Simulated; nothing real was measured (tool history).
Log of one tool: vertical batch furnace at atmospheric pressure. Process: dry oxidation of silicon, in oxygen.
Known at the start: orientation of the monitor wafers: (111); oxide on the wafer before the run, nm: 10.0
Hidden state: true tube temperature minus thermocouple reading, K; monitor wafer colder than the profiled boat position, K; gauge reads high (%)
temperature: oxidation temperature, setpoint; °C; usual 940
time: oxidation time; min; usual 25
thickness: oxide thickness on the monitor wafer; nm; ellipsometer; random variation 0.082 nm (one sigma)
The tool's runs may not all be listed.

run     day  temperature  time  wafers since the last listed run  hours since the last temperature calibration  hours since the boat lift was adjusted  hours since the gauge calibration  read-back reference wafer on the same gauge, thickness  thickness
  1       0          940    25                                 0                                         933.3                                  2459.8                              358.6                                                   30.59       26.2
  2   7.067          940    25                              3306                                        1102.9                                  2629.4                              528.2                                                    30.6      26.37
  3   9.758          940    25                              1259                                        1167.5                                    2694                              592.8                                                    30.6      26.36
  4  13.738          921    25                              1861                                          1263                                  2789.5                              688.3                                                    30.6       23.2
  5  16.021          940    25                              1068                                        1317.8                                  2844.3                              743.1                                                   30.61      26.35
  6    19.2          940    25                              1487                                        1394.1                                  2920.6                              819.4                                                   30.61      26.24
  7  21.971          940    25                              1296                                        1460.6                                  2987.1                              885.9                                                   30.61      26.42
  8  25.517          940    25                              1659                                        1545.7                                  3072.2                                971                                                   30.59      26.48
  9  29.258          940    25                              1750                                        1635.5                                    3162                             1060.8                                                   30.62      26.47
     31.746  -- gauge calibrated
 10  32.979          940    25                              1741                                        1724.8                                  3251.3                               29.6                                                    30.6      26.58
 11  34.733          931    25                               820                                        1766.9                                  3293.4                               71.7                                                   30.59      24.85
 12  36.329          931    25                               746                                        1805.2                                  3331.7                                110                                                   30.59      24.73
 13  38.658          934  30.5                              1089                                        1861.1                                  3387.6                              165.9                                                   30.59      28.24
     39.771  -- boat lift adjusted
 14  40.904          919    29                               582                                          1915                                    27.2                              219.8                                                   30.57      25.35
 15  42.542          940    25                               766                                        1954.3                                    66.5                              259.1                                                   30.61      27.14
     44.171  -- thermocouples replaced and temperature profile calibrated
 16  46.625          940    25                              1442                                          58.9                                   164.5                              357.1                                                   30.59      26.15
 17   50.55          947    25                              1836                                         153.1                                   258.7                              451.3                                                   30.61       27.5
 18  52.396          930    37                               863                                         197.4                                     303                              495.6                                                   30.59      30.54
 19  55.571          930    19                              1485                                         273.6                                   379.2                              571.8                                                   30.59      21.46
 20  60.383          920  18.5                              2251                                         389.1                                   494.7                              687.3                                                   30.58      20.07
 21  64.446          947    22                              1900                                         486.6                                   592.2                              784.8                                                   30.61      26.03
 22  69.658          940    25                              2439                                         611.7                                   717.3                              909.9                                                   30.58      26.39
 23  72.229          919    14                              1202                                         673.4                                     779                              971.6                                                   30.59      17.71
     73.838  -- gauge calibrated
 24  74.017          940    36                               836                                         716.3                                   821.9                                4.3                                                   30.62      32.25
 25  76.204          947  20.5                              1023                                         768.8                                   874.4                               56.8                                                   30.59      24.86

Hidden state or all else? Some run-to-run changes of thickness, split into what the settings, what came in and random variation would give without the hidden state, and what is left for the hidden state (with any gauge scatter that isn't in both results):
Run 13 -> 14: temperature 934 -> 919, time 30.5 -> 29, boat lift adjusted. thickness -2.89 nm: hidden state +0.66, all else -3.55.
Run 15 -> 16: thermocouples replaced and temperature profile calibrated. thickness -0.99 nm: hidden state -0.79, all else -0.2.
Run 18 -> 19: time 37 -> 19. thickness -9.08 nm: hidden state +0.01, all else -9.09.
Run 23 -> 24: temperature 919 -> 940, time 14 -> 36, gauge calibrated. thickness +14.54 nm: hidden state +0.12, all else +14.42.
